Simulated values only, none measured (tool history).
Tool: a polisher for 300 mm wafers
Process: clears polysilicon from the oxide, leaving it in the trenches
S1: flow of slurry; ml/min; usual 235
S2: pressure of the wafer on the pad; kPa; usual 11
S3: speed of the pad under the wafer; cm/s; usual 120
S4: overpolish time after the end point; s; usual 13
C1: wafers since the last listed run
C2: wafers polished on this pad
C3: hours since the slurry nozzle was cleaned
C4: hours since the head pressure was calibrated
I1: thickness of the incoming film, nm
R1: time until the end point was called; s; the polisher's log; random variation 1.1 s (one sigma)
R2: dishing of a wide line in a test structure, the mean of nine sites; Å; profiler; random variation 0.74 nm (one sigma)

run 1 hour=0 | S1=195 S2=11 S3=120 S4=13 | C1=0 C2=2360 C3=158.2 C4=432 | I1=739 | R1=90.6 R2=445
-- hour=5.2 worn pad replaced by a new one
run 2 hour=32.3 | S1=195 S2=11 S3=120 S4=13 | C1=284 C2=272 C3=190.5 C4=464.3 | I1=733.2 | R1=84.3 R2=438
-- hour=45.6 head pressure recalibrated
run 3 hour=91 | S1=235 S2=11 S3=120 S4=13 | C1=570 C2=843 C3=249.2 C4=45.4 | I1=737.3 | R1=81 R2=433
-- hour=128.1 slurry nozzle cleaned
run 4 hour=133.1 | S1=235 S2=11 S3=120 S4=13 | C1=413 C2=1257 C3=5 C4=87.5 | I1=752.5 | R1=82.3 R2=453
run 5 hour=197.9 | S1=235 S2=11 S3=120 S4=13 | C1=652 C2=1909 C3=69.8 C4=152.3 | I1=746.7 | R1=87.1 R2=427
-- hour=226.5 worn pad replaced by a new one
run 6 hour=263.8 | S1=235 S2=11 S3=120 S4=13 | C1=622 C2=375 C3=135.7 C4=218.2 | I1=750.1 | R1=82 R2=447
run 7 hour=327.8 | S1=235 S2=11 S3=120 S4=13 | C1=644 C2=1019 C3=199.7 C4=282.2 | I1=728 | R1=80.8 R2=440
run 8 hour=396 | S1=235 S2=11 S3=120 S4=13 | C1=686 C2=1705 C3=267.9 C4=350.4 | I1=741.4 | R1=87.7 R2=444
-- hour=401.9 slurry nozzle cleaned
run 9 hour=424.9 | S1=235 S2=11 S3=120 S4=13 | C1=280 C2=1986 C3=23 C4=379.3 | I1=732.6 | R1=81.3 R2=439
-- hour=431.4 worn pad replaced by a new one
run 10 hour=468.4 | S1=235 S2=11 S3=120 S4=13 | C1=397 C2=372 C3=66.5 C4=422.8 | I1=734 | R1=78.6 R2=439
run 11 hour=517.2 | S1=235 S2=11 S3=120 S4=13 | C1=491 C2=863 C3=115.3 C4=471.6 | I1=733.5 | R1=80.5 R2=457
-- hour=523.6 head pressure recalibrated
run 12 hour=557.1 | S1=205 S2=14.5 S3=120 S4=13 | C1=381 C2=1245 C3=155.2 C4=33.5 | I1=730.4 | R1=65 R2=456
run 13 hour=613.7 | S1=265 S2=13.8 S3=154 S4=18 | C1=569 C2=1814 C3=211.8 C4=90.1 | I1=724.7 | R1=53.2 R2=482
run 14 hour=643.3 | S1=235 S2=7.6 S3=120 S4=13 | C1=297 C2=2112 C3=241.4 C4=119.7 | I1=728.2 | R1=112.7 R2=406
-- hour=654.7 slurry nozzle cleaned
-- hour=657.5 worn pad replaced by a new one
run 15 hour=685.6 | S1=235 S2=6.9 S3=120 S4=13 | C1=388 C2=283 C3=30.9 C4=162 | I1=746 | R1=111.6 R2=406
run 16 hour=758.9 | S1=295 S2=11 S3=100 S4=8 | C1=737 C2=1020 C3=104.2 C4=235.3 | I1=735.9 | R1=95.3 R2=353
run 17 hour=809.5 | S1=235 S2=11 S3=120 S4=13 | C1=509 C2=1530 C3=154.8 C4=285.9 | I1=754.6 | R1=85 R2=441
run 18 hour=856.7 | S1=190 S2=15.2 S3=120 S4=13 | C1=475 C2=2005 C3=202 C4=333.1 | I1=732.5 | R1=71.2 R2=445
-- hour=861.6 worn pad replaced by a new one
run 19 hour=903.7 | S1=235 S2=11 S3=120 S4=13 | C1=432 C2=423 C3=249 C4=380.1 | I1=752.1 | R1=84.1 R2=442
-- hour=941.7 head pressure recalibrated
-- hour=964.8 slurry nozzle cleaned
run 20 hour=967.2 | S1=235 S2=13.1 S3=120 S4=9 | C1=608 C2=1032 C3=2.4 C4=25.5 | I1=732.6 | R1=67.9 R2=429
run 21 hour=1038.7 | S1=185 S2=9.7 S3=120 S4=13 | C1=719 C2=1751 C3=73.9 C4=97 | I1=727.4 | R1=91.9 R2=438
-- hour=1062.5 worn pad replaced by a new one
run 22 hour=1095.8 | S1=235 S2=11 S3=120 S4=13 | C1=534 C2=335 C3=131 C4=154.1 | I1=750.5 | R1=79.9 R2=448
run 23 hour=1137.9 | S1=160 S2=14.5 S3=158 S4=9 | C1=423 C2=759 C3=173.1 C4=196.2 | I1=737.2 | R1=53.3 R2=453

3 ways to go on from here, each from the tool as it stands after run 23. What would each give?
run A hour=1138.4 | S1=235 S2=12.4 S3=120 S4=13 | C1=5 C2=764 C3=173.6 C4=196.7 | I1=745.6 | R1=? R2=?
run B hour=1138.4 | S1=275 S2=13.8 S3=120 S4=17 | C1=5 C2=764 C3=173.6 C4=196.7 | I1=745.6 | R1=? R2=?
run C hour=1138.4 | S1=235 S2=12.4 S3=120 S4=10 | C1=5 C2=764 C3=173.6 C4=196.7 | I1=745.6 | R1=? R2=?

run=A R1=75 R2=460
run=B R1=67.5 R2=480
run=C R1=75 R2=434
Without the tool's hidden state the same runs would have given:
run=A R1=69.9 R2=465
run=B R1=63.3 R2=482
run=C R1=69.9 R2=442
